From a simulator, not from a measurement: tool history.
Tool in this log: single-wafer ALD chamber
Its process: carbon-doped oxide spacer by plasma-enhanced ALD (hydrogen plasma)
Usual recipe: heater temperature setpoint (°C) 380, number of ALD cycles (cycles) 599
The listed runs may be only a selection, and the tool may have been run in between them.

run	hour	heater temperature setpoint (°C)	number of ALD cycles (cycles)	wafers since the last listed run	hours since the last thermocouple change	hours since the gauge calibration	read-back reference wafer on the same gauge, thickness_nm	mean film thickness on the monitor wafer (Å)
1	0	380	599	0	367.3	402	29.808	294.97
2	12.1	380	599	5	379.4	414.1	29.788	295.54
3	29.5	380	599	7	396.8	431.5	29.807	293.58
4	45.6	375	599	7	412.9	447.6	29.807	295.14
5	59	380	599	6	426.3	461	29.775	294.04
6	85.2	380	599	11	452.5	487.2	29.836	294.52
7	101.5	380	599	7	468.8	503.5	29.807	295.62
8	116.8	380	599	6	484.1	518.8	29.806	294.26
9	129	380	599	5	496.3	531	29.809	296.74
10	142	380	599	5	509.3	544	29.83	295.67
11	171.7	385	569	13	539	573.7	29.806	280.71
12	200.9	385	569	13	568.2	602.9	29.815	280.49
13	217	385	569	7	584.3	619	29.77	280.08
14	322.1	380	599	47	689.4	724.1	29.797	294.45
15	350	395	711	12	717.3	752	29.785	351.48
16	369.8	392	509	8	737.1	771.8	29.792	250.74
# hour 397.8: gauge calibrated
17	399.3	375	542	13	766.6	1.5	29.804	267.73
18	431.8	370	599	14	799.1	34	29.832	295.86
19	461.4	380	599	13	828.7	63.6	29.77	295.32
20	473.5	380	534	5	840.8	75.7	29.806	262.97
# hour 496.5: thermocouple changed; heater temperature recalibrated
21	509	394	599	12	12.5	111.2	29.823	294.71
22	522.6	371	642	6	26.1	124.8	29.797	315.98
23	543.5	380	635	9	47	145.7	29.804	312.15
24	575.2	392	682	14	78.7	177.4	29.806	335.35
25	606.1	380	530	13	109.6	208.3	29.807	260.85
26	623.7	380	599	7	127.2	225.9	29.796	294.66
27	646.8	375	659	10	150.3	249	29.79	323.98
28	663.1	380	599	7	166.6	265.3	29.847	294.88
29	725.9	380	553	28	229.4	328.1	29.783	273.27

What if the next run were any one of these 3? Each begins from the tool's condition after run 29:
A	727.2	380	599	0	230.7	329.4	?	?
B	727.2	389	496	0	230.7	329.4	?	?
C	727.2	389	560	0	230.7	329.4	?	?

run	read-back reference wafer on the same gauge, thickness_nm	mean film thickness on the monitor wafer (Å)
A	29.791	294.72
B	29.791	244.04
C	29.791	275.53
Without the tool's unlogged condition, the same runs would have read:
run	mean film thickness on the monitor wafer (Å)
A	294.72
B	244.04
C	275.53

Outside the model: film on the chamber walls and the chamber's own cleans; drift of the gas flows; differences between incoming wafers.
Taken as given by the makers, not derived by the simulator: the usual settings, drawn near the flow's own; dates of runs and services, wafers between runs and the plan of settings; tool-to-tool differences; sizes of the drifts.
